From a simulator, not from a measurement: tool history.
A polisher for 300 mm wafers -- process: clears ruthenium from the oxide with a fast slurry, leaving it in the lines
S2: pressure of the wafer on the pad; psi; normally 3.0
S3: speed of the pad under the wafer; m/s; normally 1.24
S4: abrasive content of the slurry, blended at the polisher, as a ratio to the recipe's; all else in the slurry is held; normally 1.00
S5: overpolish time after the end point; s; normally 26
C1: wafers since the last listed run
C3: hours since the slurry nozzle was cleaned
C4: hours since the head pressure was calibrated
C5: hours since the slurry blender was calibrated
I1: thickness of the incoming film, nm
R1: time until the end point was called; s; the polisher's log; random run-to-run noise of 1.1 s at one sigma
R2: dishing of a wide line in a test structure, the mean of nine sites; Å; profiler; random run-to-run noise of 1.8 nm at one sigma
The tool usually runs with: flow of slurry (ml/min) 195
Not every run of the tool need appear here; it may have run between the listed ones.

{"run": 1, "hour": 0.0, "flow of slurry (ml/min)": 195, "S2": 3.0, "S3": 1.24, "S4": 1.0, "S5": 26, "C1": 0, "wafers polished on this pad": 1018, "C3": 326.7, "C4": 668.8, "C5": 325.7, "I1": 316.2, "R1": 77.3, "R2": 751}
{"run": 2, "hour": 11.6, "flow of slurry (ml/min)": 195, "S2": 3.0, "S3": 1.24, "S4": 1.0, "S5": 26, "C1": 95, "wafers polished on this pad": 1114, "C3": 338.3, "C4": 680.4, "C5": 337.3, "I1": 320.6, "R1": 75.4, "R2": 724}
{"run": 3, "hour": 26.1, "flow of slurry (ml/min)": 195, "S2": 3.0, "S3": 0.94, "S4": 0.8, "S5": 26, "C1": 119, "wafers polished on this pad": 1233, "C3": 352.8, "C4": 694.9, "C5": 351.8, "I1": 321.9, "R1": 112.4, "R2": 596}
{"run": 4, "hour": 33.5, "flow of slurry (ml/min)": 195, "S2": 3.0, "S3": 1.24, "S4": 1.0, "S5": 26, "C1": 60, "wafers polished on this pad": 1294, "C3": 360.2, "C4": 702.3, "C5": 359.2, "I1": 314.4, "R1": 75.6, "R2": 768}
{"run": 5, "hour": 46.2, "flow of slurry (ml/min)": 250, "S2": 3.0, "S3": 1.24, "S4": 1.0, "S5": 26, "C1": 104, "wafers polished on this pad": 1398, "C3": 372.9, "C4": 715.0, "C5": 371.9, "I1": 322.2, "R1": 75.2, "R2": 785}
{"run": 6, "hour": 54.1, "flow of slurry (ml/min)": 195, "S2": 2.4, "S3": 1.24, "S4": 0.9, "S5": 26, "C1": 64, "wafers polished on this pad": 1463, "C3": 380.8, "C4": 722.9, "C5": 379.8, "I1": 322.3, "R1": 100.7, "R2": 626}
{"run": 7, "hour": 60.2, "flow of slurry (ml/min)": 195, "S2": 2.2, "S3": 1.38, "S4": 1.3, "S5": 26, "C1": 50, "wafers polished on this pad": 1513, "C3": 386.9, "C4": 729.0, "C5": 385.9, "I1": 319.1, "R1": 90.7, "R2": 683}
{"hour": 68.0, "done": "slurry blender recalibrated"}
{"run": 8, "hour": 68.5, "flow of slurry (ml/min)": 195, "S2": 3.0, "S3": 1.24, "S4": 0.8, "S5": 26, "C1": 51, "wafers polished on this pad": 1565, "C3": 395.2, "C4": 737.3, "C5": 0.5, "I1": 320.2, "R1": 77.8, "R2": 763}
{"hour": 74.0, "done": "worn pad replaced by a new one"}
{"run": 9, "hour": 74.7, "flow of slurry (ml/min)": 235, "S2": 3.4, "S3": 1.08, "S4": 1.0, "S5": 26, "C1": 18, "wafers polished on this pad": 5, "C3": 401.4, "C4": 743.5, "C5": 6.7, "I1": 319.0, "R1": 72.3, "R2": 795}
{"run": 10, "hour": 84.6, "flow of slurry (ml/min)": 195, "S2": 3.0, "S3": 1.24, "S4": 1.0, "S5": 26, "C1": 81, "wafers polished on this pad": 86, "C3": 411.3, "C4": 753.4, "C5": 16.6, "I1": 318.9, "R1": 72.1, "R2": 790}
{"run": 11, "hour": 101.8, "flow of slurry (ml/min)": 195, "S2": 3.0, "S3": 1.58, "S4": 0.85, "S5": 26, "C1": 141, "wafers polished on this pad": 228, "C3": 428.5, "C4": 770.6, "C5": 33.8, "I1": 320.6, "R1": 59.9, "R2": 890}
{"run": 12, "hour": 118.7, "flow of slurry (ml/min)": 195, "S2": 3.0, "S3": 1.24, "S4": 1.15, "S5": 26, "C1": 138, "wafers polished on this pad": 366, "C3": 445.4, "C4": 787.5, "C5": 50.7, "I1": 321.0, "R1": 72.1, "R2": 781}
{"run": 13, "hour": 162.7, "flow of slurry (ml/min)": 195, "S2": 3.0, "S3": 1.24, "S4": 1.2, "S5": 26, "C1": 361, "wafers polished on this pad": 728, "C3": 489.4, "C4": 831.5, "C5": 94.7, "I1": 322.7, "R1": 71.6, "R2": 804}
{"run": 14, "hour": 200.2, "flow of slurry (ml/min)": 195, "S2": 2.4, "S3": 1.24, "S4": 0.9, "S5": 26, "C1": 308, "wafers polished on this pad": 1036, "C3": 526.9, "C4": 869.0, "C5": 132.2, "I1": 318.5, "R1": 94.2, "R2": 665}
{"hour": 237.2, "done": "slurry nozzle cleaned"}
{"run": 15, "hour": 238.7, "flow of slurry (ml/min)": 195, "S2": 3.0, "S3": 1.24, "S4": 1.0, "S5": 26, "C1": 308, "wafers polished on this pad": 1344, "C3": 1.5, "C4": 907.5, "C5": 170.7, "I1": 320.5, "R1": 69.7, "R2": 843}
{"hour": 249.5, "done": "worn pad replaced by a new one"}
{"run": 16, "hour": 252.2, "flow of slurry (ml/min)": 195, "S2": 3.0, "S3": 1.24, "S4": 1.0, "S5": 26, "C1": 78, "wafers polished on this pad": 22, "C3": 15.0, "C4": 921.0, "C5": 184.2, "I1": 321.2, "R1": 70.4, "R2": 827}
{"hour": 259.1, "done": "head pressure recalibrated"}
{"run": 17, "hour": 291.2, "flow of slurry (ml/min)": 195, "S2": 3.0, "S3": 1.24, "S4": 1.0, "S5": 26, "C1": 303, "wafers polished on this pad": 326, "C3": 54.0, "C4": 32.1, "C5": 223.2, "I1": 315.7, "R1": 73.3, "R2": 768}
{"run": 18, "hour": 308.6, "flow of slurry (ml/min)": 195, "S2": 3.0, "S3": 1.24, "S4": 1.0, "S5": 26, "C1": 142, "wafers polished on this pad": 469, "C3": 71.4, "C4": 49.5, "C5": 240.6, "I1": 315.1, "R1": 71.6, "R2": 790}
{"run": 19, "hour": 320.5, "flow of slurry (ml/min)": 170, "S2": 3.9, "S3": 1.38, "S4": 1.0, "S5": 26, "C1": 97, "wafers polished on this pad": 566, "C3": 83.3, "C4": 61.4, "C5": 252.5, "I1": 317.2, "R1": 51.5, "R2": 971}
{"run": 20, "hour": 338.0, "flow of slurry (ml/min)": 195, "S2": 3.0, "S3": 1.42, "S4": 1.0, "S5": 33, "C1": 143, "wafers polished on this pad": 710, "C3": 100.8, "C4": 78.9, "C5": 270.0, "I1": 316.9, "R1": 63.2, "R2": 964}
{"run": 21, "hour": 357.8, "flow of slurry (ml/min)": 195, "S2": 2.2, "S3": 1.52, "S4": 0.9, "S5": 26, "C1": 162, "wafers polished on this pad": 873, "C3": 120.6, "C4": 98.7, "C5": 289.8, "I1": 322.4, "R1": 85.3, "R2": 694}
{"run": 22, "hour": 366.7, "flow of slurry (ml/min)": 195, "S2": 3.0, "S3": 1.24, "S4": 1.0, "S5": 26, "C1": 73, "wafers polished on this pad": 946, "C3": 129.5, "C4": 107.6, "C5": 298.7, "I1": 315.2, "R1": 72.4, "R2": 795}
{"run": 23, "hour": 374.5, "flow of slurry (ml/min)": 195, "S2": 3.0, "S3": 1.6, "S4": 0.75, "S5": 26, "C1": 64, "wafers polished on this pad": 1010, "C3": 137.3, "C4": 115.4, "C5": 306.5, "I1": 320.7, "R1": 63.4, "R2": 885}
{"run": 24, "hour": 390.7, "flow of slurry (ml/min)": 160, "S2": 2.1, "S3": 1.56, "S4": 1.0, "S5": 26, "C1": 133, "wafers polished on this pad": 1143, "C3": 153.5, "C4": 131.6, "C5": 322.7, "I1": 319.2, "R1": 87.4, "R2": 686}
{"hour": 443.0, "done": "worn pad replaced by a new one"}
{"run": 25, "hour": 444.6, "flow of slurry (ml/min)": 195, "S2": 2.2, "S3": 1.1, "S4": 1.0, "S5": 26, "C1": 409, "wafers polished on this pad": 13, "C3": 207.4, "C4": 185.5, "C5": 376.6, "I1": 320.1, "R1": 119.0, "R2": 549}
{"run": 26, "hour": 453.1, "flow of slurry (ml/min)": 160, "S2": 3.0, "S3": 0.92, "S4": 0.75, "S5": 16, "C1": 69, "wafers polished on this pad": 83, "C3": 215.9, "C4": 194.0, "C5": 385.1, "I1": 314.0, "R1": 117.7, "R2": 360}
{"run": 27, "hour": 464.3, "flow of slurry (ml/min)": 195, "S2": 3.0, "S3": 1.24, "S4": 1.0, "S5": 26, "C1": 92, "wafers polished on this pad": 175, "C3": 227.1, "C4": 205.2, "C5": 396.3, "I1": 320.4, "R1": 78.5, "R2": 759}
{"run": 28, "hour": 473.3, "flow of slurry (ml/min)": 195, "S2": 3.0, "S3": 1.62, "S4": 1.2, "S5": 26, "C1": 73, "wafers polished on this pad": 248, "C3": 236.1, "C4": 214.2, "C5": 405.3, "I1": 323.9, "R1": 58.0, "R2": 939}

Alternative continuations, all from the tool just after run 28; predict every row:
{"run": "A", "hour": 473.7, "flow of slurry (ml/min)": 195, "S2": 3.0, "S3": 1.24, "S4": 1.25, "S5": 26, "C1": 3, "wafers polished on this pad": 252, "C3": 236.5, "C4": 214.6, "C5": 405.7, "I1": 321.8, "R1": "?", "R2": "?"}
{"run": "B", "hour": 473.7, "flow of slurry (ml/min)": 195, "S2": 2.1, "S3": 1.24, "S4": 1.0, "S5": 26, "C1": 3, "wafers polished on this pad": 252, "C3": 236.5, "C4": 214.6, "C5": 405.7, "I1": 321.8, "R1": "?", "R2": "?"}
{"run": "C", "hour": 473.7, "flow of slurry (ml/min)": 195, "S2": 3.0, "S3": 0.94, "S4": 1.0, "S5": 30, "C1": 3, "wafers polished on this pad": 252, "C3": 236.5, "C4": 214.6, "C5": 405.7, "I1": 321.8, "R1": "?", "R2": "?"}
{"run": "D", "hour": 473.7, "flow of slurry (ml/min)": 215, "S2": 2.3, "S3": 1.24, "S4": 1.0, "S5": 26, "C1": 3, "wafers polished on this pad": 252, "C3": 236.5, "C4": 214.6, "C5": 405.7, "I1": 321.8, "R1": "?", "R2": "?"}
{"run": "E", "hour": 473.7, "flow of slurry (ml/min)": 145, "S2": 3.6, "S3": 1.62, "S4": 1.0, "S5": 36, "C1": 3, "wafers polished on this pad": 252, "C3": 236.5, "C4": 214.6, "C5": 405.7, "I1": 321.8, "R1": "?", "R2": "?"}

run=A R1=75.4 R2=802
run=B R1=115.5 R2=595
run=C R1=106.7 R2=699
run=D R1=103.9 R2=643
run=E R1=54.4 R2=1133
With the hidden condition removed and each run's random variation left untouched, the same runs would have given:
run=A R1=64.9 R2=879
run=B R1=98.8 R2=667
run=C R1=91.2 R2=778
run=D R1=89.2 R2=717
run=E R1=45.8 R2=1207

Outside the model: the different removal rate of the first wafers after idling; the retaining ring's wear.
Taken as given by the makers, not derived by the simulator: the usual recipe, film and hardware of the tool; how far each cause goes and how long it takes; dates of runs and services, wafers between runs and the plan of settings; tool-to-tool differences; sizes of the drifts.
